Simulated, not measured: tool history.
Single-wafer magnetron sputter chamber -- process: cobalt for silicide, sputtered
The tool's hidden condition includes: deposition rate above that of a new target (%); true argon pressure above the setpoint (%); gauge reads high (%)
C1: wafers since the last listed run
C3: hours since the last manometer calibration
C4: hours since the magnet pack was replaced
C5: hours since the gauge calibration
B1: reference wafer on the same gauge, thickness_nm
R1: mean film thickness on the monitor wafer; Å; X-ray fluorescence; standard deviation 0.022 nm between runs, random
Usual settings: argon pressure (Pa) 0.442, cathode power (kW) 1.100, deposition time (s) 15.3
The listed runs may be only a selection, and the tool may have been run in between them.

run 1 hour=0.0 | argon_pressure_(Pa)=0.442 cathode_power_(kW)=1.200 deposition_time_(s)=15.3 | C1=0 wafers_on_the_sputter_target=4008 C3=1181.2 C4=3837.9 C5=1189.0 | B1=7.014 | R1=87.50
run 2 hour=86.3 | argon_pressure_(Pa)=0.442 cathode_power_(kW)=1.200 deposition_time_(s)=15.3 | C1=2036 wafers_on_the_sputter_target=6045 C3=1267.5 C4=3924.2 C5=1275.3 | B1=7.008 | R1=87.61
run 3 hour=170.5 | argon_pressure_(Pa)=0.442 cathode_power_(kW)=1.200 deposition_time_(s)=15.3 | C1=1987 wafers_on_the_sputter_target=8032 C3=1351.7 C4=4008.4 C5=1359.5 | B1=7.007 | R1=87.41
run 4 hour=215.9 | argon_pressure_(Pa)=0.442 cathode_power_(kW)=0.900 deposition_time_(s)=15.3 | C1=1071 wafers_on_the_sputter_target=9104 C3=1397.1 C4=4053.8 C5=1404.9 | B1=7.011 | R1=71.08
run 5 hour=258.2 | argon_pressure_(Pa)=0.442 cathode_power_(kW)=0.950 deposition_time_(s)=13.9 | C1=998 wafers_on_the_sputter_target=10102 C3=1439.4 C4=4096.1 C5=1447.2 | B1=7.012 | R1=66.68
run 6 hour=330.4 | argon_pressure_(Pa)=0.442 cathode_power_(kW)=0.950 deposition_time_(s)=13.9 | C1=1704 wafers_on_the_sputter_target=11806 C3=1511.6 C4=4168.3 C5=1519.4 | B1=7.007 | R1=67.00
-- hour=362.4 sputter target and shields replaced
-- hour=379.6 capacitance manometer re-zeroed and calibrated
run 7 hour=432.2 | argon_pressure_(Pa)=0.442 cathode_power_(kW)=1.100 deposition_time_(s)=15.3 | C1=2025 wafers_on_the_sputter_target=1457 C3=52.6 C4=4270.1 C5=1621.2 | B1=7.008 | R1=82.61
run 8 hour=484.6 | argon_pressure_(Pa)=0.442 cathode_power_(kW)=1.100 deposition_time_(s)=15.3 | C1=1236 wafers_on_the_sputter_target=2694 C3=105.0 C4=4322.5 C5=1673.6 | B1=7.009 | R1=82.62
run 9 hour=539.6 | argon_pressure_(Pa)=0.442 cathode_power_(kW)=1.100 deposition_time_(s)=15.3 | C1=1298 wafers_on_the_sputter_target=3992 C3=160.0 C4=4377.5 C5=1728.6 | B1=7.011 | R1=82.39
run 10 hour=595.6 | argon_pressure_(Pa)=0.442 cathode_power_(kW)=1.100 deposition_time_(s)=15.3 | C1=1321 wafers_on_the_sputter_target=5314 C3=216.0 C4=4433.5 C5=1784.6 | B1=7.008 | R1=82.18
run 11 hour=664.6 | argon_pressure_(Pa)=0.442 cathode_power_(kW)=1.100 deposition_time_(s)=15.3 | C1=1628 wafers_on_the_sputter_target=6943 C3=285.0 C4=4502.5 C5=1853.6 | B1=7.006 | R1=82.67
-- hour=727.3 gauge calibrated
-- hour=795.3 sputter target and shields replaced
run 12 hour=905.0 | argon_pressure_(Pa)=0.442 cathode_power_(kW)=1.100 deposition_time_(s)=15.3 | C1=5485 wafers_on_the_sputter_target=2589 C3=525.4 C4=4742.9 C5=177.7 | B1=7.010 | R1=82.86
run 13 hour=965.1 | argon_pressure_(Pa)=0.442 cathode_power_(kW)=1.100 deposition_time_(s)=15.3 | C1=1418 wafers_on_the_sputter_target=4008 C3=585.5 C4=4803.0 C5=237.8 | B1=7.009 | R1=82.29
run 14 hour=1052.5 | argon_pressure_(Pa)=0.442 cathode_power_(kW)=1.100 deposition_time_(s)=15.3 | C1=2062 wafers_on_the_sputter_target=6071 C3=672.9 C4=4890.4 C5=325.2 | B1=7.011 | R1=82.73
run 15 hour=1147.1 | argon_pressure_(Pa)=0.442 cathode_power_(kW)=1.100 deposition_time_(s)=15.3 | C1=2232 wafers_on_the_sputter_target=8303 C3=767.5 C4=4985.0 C5=419.8 | B1=7.013 | R1=82.36
run 16 hour=1216.8 | argon_pressure_(Pa)=0.442 cathode_power_(kW)=1.100 deposition_time_(s)=15.3 | C1=1645 wafers_on_the_sputter_target=9949 C3=837.2 C4=5054.7 C5=489.5 | B1=7.010 | R1=82.66
-- hour=1275.3 magnet pack replaced
run 17 hour=1315.5 | argon_pressure_(Pa)=0.286 cathode_power_(kW)=1.100 deposition_time_(s)=15.3 | C1=2140 wafers_on_the_sputter_target=12089 C3=935.9 C4=40.2 C5=588.2 | B1=7.008 | R1=84.39
-- hour=1329.8 sputter target and shields replaced
run 18 hour=1383.6 | argon_pressure_(Pa)=0.442 cathode_power_(kW)=1.100 deposition_time_(s)=15.3 | C1=1418 wafers_on_the_sputter_target=1270 C3=1004.0 C4=108.3 C5=656.3 | B1=7.011 | R1=82.63
run 19 hour=1448.6 | argon_pressure_(Pa)=0.342 cathode_power_(kW)=1.250 deposition_time_(s)=16.9 | C1=1534 wafers_on_the_sputter_target=2805 C3=1069.0 C4=173.3 C5=721.3 | B1=7.010 | R1=102.09
run 20 hour=1542.5 | argon_pressure_(Pa)=0.561 cathode_power_(kW)=1.300 deposition_time_(s)=16.2 | C1=2216 wafers_on_the_sputter_target=5021 C3=1162.9 C4=267.2 C5=815.2 | B1=7.012 | R1=96.43
run 21 hour=1582.9 | argon_pressure_(Pa)=0.302 cathode_power_(kW)=1.100 deposition_time_(s)=15.3 | C1=953 wafers_on_the_sputter_target=5974 C3=1203.3 C4=307.6 C5=855.6 | B1=7.005 | R1=84.36
run 22 hour=1686.7 | argon_pressure_(Pa)=0.442 cathode_power_(kW)=1.100 deposition_time_(s)=15.3 | C1=2449 wafers_on_the_sputter_target=8424 C3=1307.1 C4=411.4 C5=959.4 | B1=7.010 | R1=81.84
run 23 hour=1748.3 | argon_pressure_(Pa)=0.349 cathode_power_(kW)=1.250 deposition_time_(s)=17.2 | C1=1453 wafers_on_the_sputter_target=9878 C3=1368.7 C4=473.0 C5=1021.0 | B1=7.009 | R1=103.28
run 24 hour=1845.6 | argon_pressure_(Pa)=0.442 cathode_power_(kW)=1.100 deposition_time_(s)=15.3 | C1=2296 wafers_on_the_sputter_target=12175 C3=1466.0 C4=570.3 C5=1118.3 | B1=7.007 | R1=82.24
-- hour=1862.7 sputter target and shields replaced
-- hour=1905.4 capacitance manometer re-zeroed and calibrated
run 25 hour=1969.3 | argon_pressure_(Pa)=0.442 cathode_power_(kW)=1.250 deposition_time_(s)=18.2 | C1=2541 wafers_on_the_sputter_target=2328 C3=63.9 C4=694.0 C5=1242.0 | B1=7.007 | R1=108.43
run 26 hour=2018.2 | argon_pressure_(Pa)=0.442 cathode_power_(kW)=1.100 deposition_time_(s)=15.3 | C1=1154 wafers_on_the_sputter_target=3482 C3=112.8 C4=742.9 C5=1290.9 | B1=7.013 | R1=82.92
run 27 hour=2081.5 | argon_pressure_(Pa)=0.379 cathode_power_(kW)=1.350 deposition_time_(s)=13.3 | C1=1494 wafers_on_the_sputter_target=4976 C3=176.1 C4=806.2 C5=1354.2 | B1=7.010 | R1=84.75
run 28 hour=2147.0 | argon_pressure_(Pa)=0.322 cathode_power_(kW)=0.900 deposition_time_(s)=13.8 | C1=1545 wafers_on_the_sputter_target=6522 C3=241.6 C4=871.7 C5=1419.7 | B1=7.007 | R1=66.23
run 29 hour=2210.4 | argon_pressure_(Pa)=0.315 cathode_power_(kW)=1.100 deposition_time_(s)=18.3 | C1=1496 wafers_on_the_sputter_target=8018 C3=305.0 C4=935.1 C5=1483.1 | B1=7.009 | R1=101.14
-- hour=2287.0 sputter target and shields replaced
run 30 hour=2304.4 | argon_pressure_(Pa)=0.609 cathode_power_(kW)=1.100 deposition_time_(s)=15.3 | C1=2029 wafers_on_the_sputter_target=411 C3=399.0 C4=1029.1 C5=1577.1 | B1=7.011 | R1=80.41
run 31 hour=2388.2 | argon_pressure_(Pa)=0.505 cathode_power_(kW)=0.950 deposition_time_(s)=16.5 | C1=1977 wafers_on_the_sputter_target=2389 C3=482.8 C4=1112.9 C5=1660.9 | B1=7.010 | R1=79.47

Some steps in R1 between neighbouring runs. How much of each would the tool show without its hidden state too (settings, what came in, random variation), and how much is left for the hidden state, with any gauge scatter that isn't in both results?
Run 6 -> 7: cathode power (kW) 0.950 -> 1.100, deposition time (s) 13.9 -> 15.3, sputter target and shields replaced, capacitance manometer re-zeroed and calibrated. R1 +15.61 Å: hidden state +0.73, all else +14.88.
Run 20 -> 21: argon pressure (Pa) 0.561 -> 0.302, cathode power (kW) 1.300 -> 1.100, deposition time (s) 16.2 -> 15.3. R1 -12.07 Å: hidden state +0.21, all else -12.28.
Run 24 -> 25: cathode power (kW) 1.100 -> 1.250, deposition time (s) 15.3 -> 18.2, sputter target and shields replaced, capacitance manometer re-zeroed and calibrated. R1 +26.19 Å: hidden state +0.90, all else +25.29.
Run 25 -> 26: cathode power (kW) 1.250 -> 1.100, deposition time (s) 18.2 -> 15.3. R1 -25.51 Å: hidden state -0.04, all else -25.47.
Run 28 -> 29: argon pressure (Pa) 0.322 -> 0.315, cathode power (kW) 0.900 -> 1.100, deposition time (s) 13.8 -> 18.3. R1 +34.91 Å: hidden state +0.02, all else +34.89.
